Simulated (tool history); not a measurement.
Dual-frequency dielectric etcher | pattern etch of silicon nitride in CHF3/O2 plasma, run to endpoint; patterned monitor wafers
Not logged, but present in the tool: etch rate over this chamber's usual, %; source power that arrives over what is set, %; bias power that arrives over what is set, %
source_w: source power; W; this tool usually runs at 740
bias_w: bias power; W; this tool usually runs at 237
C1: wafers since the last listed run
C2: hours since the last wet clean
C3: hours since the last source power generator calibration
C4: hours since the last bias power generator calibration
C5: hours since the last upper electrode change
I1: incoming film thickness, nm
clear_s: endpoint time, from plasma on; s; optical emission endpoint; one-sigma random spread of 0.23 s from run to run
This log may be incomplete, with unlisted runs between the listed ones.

{"run": 1, "hour": 0.0, "source_w": 610, "bias_w": 224, "C1": 0, "C2": 508.6, "C3": 2557.3, "C4": 1989.3, "C5": 2307.0, "I1": 78.9, "clear_s": 45.5}
{"run": 2, "hour": 7.2, "source_w": 740, "bias_w": 237, "C1": 64, "C2": 515.8, "C3": 2564.5, "C4": 1996.5, "C5": 2314.2, "I1": 79.6, "clear_s": 42.5}
{"run": 3, "hour": 14.1, "source_w": 740, "bias_w": 237, "C1": 61, "C2": 522.7, "C3": 2571.4, "C4": 2003.4, "C5": 2321.1, "I1": 79.1, "clear_s": 42.1}
{"run": 4, "hour": 24.6, "source_w": 740, "bias_w": 214, "C1": 93, "C2": 533.2, "C3": 2581.9, "C4": 2013.9, "C5": 2331.6, "I1": 78.8, "clear_s": 44.9}
{"run": 5, "hour": 34.5, "source_w": 740, "bias_w": 237, "C1": 88, "C2": 543.1, "C3": 2591.8, "C4": 2023.8, "C5": 2341.5, "I1": 80.5, "clear_s": 43.0}
{"run": 6, "hour": 44.9, "source_w": 660, "bias_w": 220, "C1": 93, "C2": 553.5, "C3": 2602.2, "C4": 2034.2, "C5": 2351.9, "I1": 80.1, "clear_s": 45.8}
{"run": 7, "hour": 52.1, "source_w": 660, "bias_w": 220, "C1": 64, "C2": 560.7, "C3": 2609.4, "C4": 2041.4, "C5": 2359.1, "I1": 80.2, "clear_s": 45.9}
{"run": 8, "hour": 68.1, "source_w": 630, "bias_w": 260, "C1": 143, "C2": 576.7, "C3": 2625.4, "C4": 2057.4, "C5": 2375.1, "I1": 79.2, "clear_s": 41.6}
{"hour": 94.8, "done": "wet clean of the chamber"}
{"run": 9, "hour": 95.3, "source_w": 740, "bias_w": 237, "C1": 28, "C2": 0.5, "C3": 2652.6, "C4": 2084.6, "C5": 2402.3, "I1": 79.9, "clear_s": 44.4}
{"run": 10, "hour": 97.8, "source_w": 740, "bias_w": 237, "C1": 22, "C2": 3.0, "C3": 2655.1, "C4": 2087.1, "C5": 2404.8, "I1": 79.6, "clear_s": 44.5}
{"run": 11, "hour": 109.0, "source_w": 740, "bias_w": 237, "C1": 100, "C2": 14.2, "C3": 2666.3, "C4": 2098.3, "C5": 2416.0, "I1": 79.6, "clear_s": 44.8}
{"run": 12, "hour": 130.0, "source_w": 740, "bias_w": 251, "C1": 187, "C2": 35.2, "C3": 2687.3, "C4": 2119.3, "C5": 2437.0, "I1": 79.6, "clear_s": 43.3}
{"run": 13, "hour": 139.9, "source_w": 740, "bias_w": 267, "C1": 88, "C2": 45.1, "C3": 2697.2, "C4": 2129.2, "C5": 2446.9, "I1": 79.8, "clear_s": 42.0}
{"run": 14, "hour": 153.0, "source_w": 740, "bias_w": 237, "C1": 117, "C2": 58.2, "C3": 2710.3, "C4": 2142.3, "C5": 2460.0, "I1": 79.0, "clear_s": 43.7}
{"hour": 159.3, "done": "source power generator calibrated"}
{"hour": 163.4, "done": "bias power generator calibrated"}
{"run": 15, "hour": 169.7, "source_w": 740, "bias_w": 237, "C1": 77, "C2": 74.9, "C3": 10.4, "C4": 6.3, "C5": 2476.7, "I1": 80.3, "clear_s": 44.1}
{"run": 16, "hour": 179.9, "source_w": 740, "bias_w": 237, "C1": 91, "C2": 85.1, "C3": 20.6, "C4": 16.5, "C5": 2486.9, "I1": 79.5, "clear_s": 44.7}
{"run": 17, "hour": 197.2, "source_w": 670, "bias_w": 287, "C1": 154, "C2": 102.4, "C3": 37.9, "C4": 33.8, "C5": 2504.2, "I1": 79.5, "clear_s": 41.2}
{"hour": 225.5, "done": "upper electrode replaced"}
{"run": 18, "hour": 226.0, "source_w": 860, "bias_w": 289, "C1": 42, "C2": 131.2, "C3": 66.7, "C4": 62.6, "C5": 0.5, "I1": 79.7, "clear_s": 38.1}
{"run": 19, "hour": 226.4, "source_w": 600, "bias_w": 218, "C1": 3, "C2": 131.6, "C3": 67.1, "C4": 63.0, "C5": 0.9, "I1": 79.8, "clear_s": 48.7}
{"run": 20, "hour": 227.0, "source_w": 910, "bias_w": 192, "C1": 5, "C2": 132.2, "C3": 67.7, "C4": 63.6, "C5": 1.5, "I1": 79.4, "clear_s": 46.6}
{"run": 21, "hour": 238.9, "source_w": 670, "bias_w": 220, "C1": 106, "C2": 144.1, "C3": 79.6, "C4": 75.5, "C5": 13.4, "I1": 78.5, "clear_s": 46.2}
{"run": 22, "hour": 245.9, "source_w": 890, "bias_w": 201, "C1": 62, "C2": 151.1, "C3": 86.6, "C4": 82.5, "C5": 20.4, "I1": 80.6, "clear_s": 45.7}
{"run": 23, "hour": 254.0, "source_w": 740, "bias_w": 237, "C1": 72, "C2": 159.2, "C3": 94.7, "C4": 90.6, "C5": 28.5, "I1": 79.4, "clear_s": 43.6}
{"run": 24, "hour": 264.1, "source_w": 650, "bias_w": 269, "C1": 90, "C2": 169.3, "C3": 104.8, "C4": 100.7, "C5": 38.6, "I1": 80.6, "clear_s": 42.5}
{"run": 25, "hour": 280.7, "source_w": 630, "bias_w": 266, "C1": 148, "C2": 185.9, "C3": 121.4, "C4": 117.3, "C5": 55.2, "I1": 79.2, "clear_s": 42.5}
{"run": 26, "hour": 294.2, "source_w": 560, "bias_w": 276, "C1": 120, "C2": 199.4, "C3": 134.9, "C4": 130.8, "C5": 68.7, "I1": 79.4, "clear_s": 43.4}

Here are 3 independent what-if runs from the current tool condition. What would each one return?
{"run": "A", "hour": 294.6, "source_w": 740, "bias_w": 237, "C1": 3, "C2": 199.8, "C3": 135.3, "C4": 131.2, "C5": 69.1, "I1": 79.3, "clear_s": "?"}
{"run": "B", "hour": 294.6, "source_w": 570, "bias_w": 207, "C1": 3, "C2": 199.8, "C3": 135.3, "C4": 131.2, "C5": 69.1, "I1": 79.3, "clear_s": "?"}
{"run": "C", "hour": 294.6, "source_w": 740, "bias_w": 290, "C1": 3, "C2": 199.8, "C3": 135.3, "C4": 131.2, "C5": 69.1, "I1": 79.3, "clear_s": "?"}

run=A clear_s=43.3
run=B clear_s=50.4
run=C clear_s=38.9
With the hidden condition removed and each run's random variation left untouched, the same runs would have given:
run=A clear_s=44.0
run=B clear_s=51.2
run=C clear_s=39.5

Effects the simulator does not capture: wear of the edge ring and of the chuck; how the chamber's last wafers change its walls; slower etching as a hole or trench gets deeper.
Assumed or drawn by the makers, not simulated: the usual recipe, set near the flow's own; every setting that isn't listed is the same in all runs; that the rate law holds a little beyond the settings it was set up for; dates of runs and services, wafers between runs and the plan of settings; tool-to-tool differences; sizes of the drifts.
